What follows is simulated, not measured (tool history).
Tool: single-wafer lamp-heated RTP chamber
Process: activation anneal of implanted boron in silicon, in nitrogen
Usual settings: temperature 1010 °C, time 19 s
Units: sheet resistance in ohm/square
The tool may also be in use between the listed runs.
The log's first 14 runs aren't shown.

run    hour  temperature  time  wafers since the last listed run  wafers since the last pyrometer calibration  wafers since the reflector plate was cleaned  hours since the gauge calibration  read-back reference wafer on the same gauge, sheet resistance  sheet resistance
 15   978.7         1010    19                               514                                         6925                                          4711                              237.6                                                         445.31            405.68
     1049.4  -- pyrometer window cleaned and pyrometer calibrated
 16  1049.9         1023    26                              1317                                            9                                          6029                              308.8                                                         445.67            403.17
 17  1119.9          996    27                              1459                                         1469                                          7488                              378.8                                                         445.95             408.7
 18  1167.2         1034    11                               986                                         2455                                          8475                              426.1                                                         446.14            403.41
 19    1259         1038    16                              1913                                         4369                                         10388                              517.9                                                         446.24            402.18
 20  1311.3         1010    19                              1090                                         5459                                         11479                              570.2                                                         446.43             406.6
     1348.3  -- reflector plate cleaned
 21  1353.6         1010    19                               715                                         6174                                           109                              612.5                                                         446.48            406.12
 22  1411.7         1010    19                              1211                                         7386                                          1320                              670.6                                                         446.82            406.08
 23    1448          996    27                               756                                         8142                                          2077                              706.9                                                         446.95            408.28
     1470.9  -- pyrometer window cleaned and pyrometer calibrated
 24  1514.6          996    23                              1221                                          910                                          3299                              773.5                                                         447.04             409.4
 25  1560.3          998    16                               952                                         1863                                          4252                              819.2                                                         447.26             411.4
 26  1589.4          988    25                               606                                         2470                                          4858                              848.3                                                         447.17            412.74
 27  1632.6          982    29                               900                                         3371                                          5759                              891.5                                                         447.58            417.05
 28  1693.7         1030     9                              1273                                         4644                                          7033                              952.6                                                         447.69            406.23
 29  1729.5         1010    19                               746                                         5391                                          7779                              988.4                                                         447.71            406.61
 30  1791.9          989    19                              1300                                         6692                                          9080                             1050.8                                                         447.97            416.47
 31  1860.5         1010    12                              1430                                         8122                                         10511                             1119.4                                                         448.26            408.61

Forecast each of these 5 alternatives for the next run:
  A  1860.9          996    19                                 8                                         8130                                         10519                             1119.8                                                              ?                 ?
  B  1860.9         1029    11                                 8                                         8130                                         10519                             1119.8                                                              ?                 ?
  C  1860.9         1010     8                                 8                                         8130                                         10519                             1119.8                                                              ?                 ?
  D  1860.9         1024    15                                 8                                         8130                                         10519                             1119.8                                                              ?                 ?
  E  1860.9         1028    12                                 8                                         8130                                         10519                             1119.8                                                              ?                 ?

run  read-back reference wafer on the same gauge, sheet resistance  sheet resistance
  A                                                         448.27            412.47
  B                                                         448.27            407.07
  C                                                         448.27            410.76
  D                                                         448.27            406.89
  E                                                         448.27            406.98
Without the tool's hidden state the same runs would have given:
run  sheet resistance
  A            408.61
  B            403.26
  C            406.91
  D            403.08
  E            403.17

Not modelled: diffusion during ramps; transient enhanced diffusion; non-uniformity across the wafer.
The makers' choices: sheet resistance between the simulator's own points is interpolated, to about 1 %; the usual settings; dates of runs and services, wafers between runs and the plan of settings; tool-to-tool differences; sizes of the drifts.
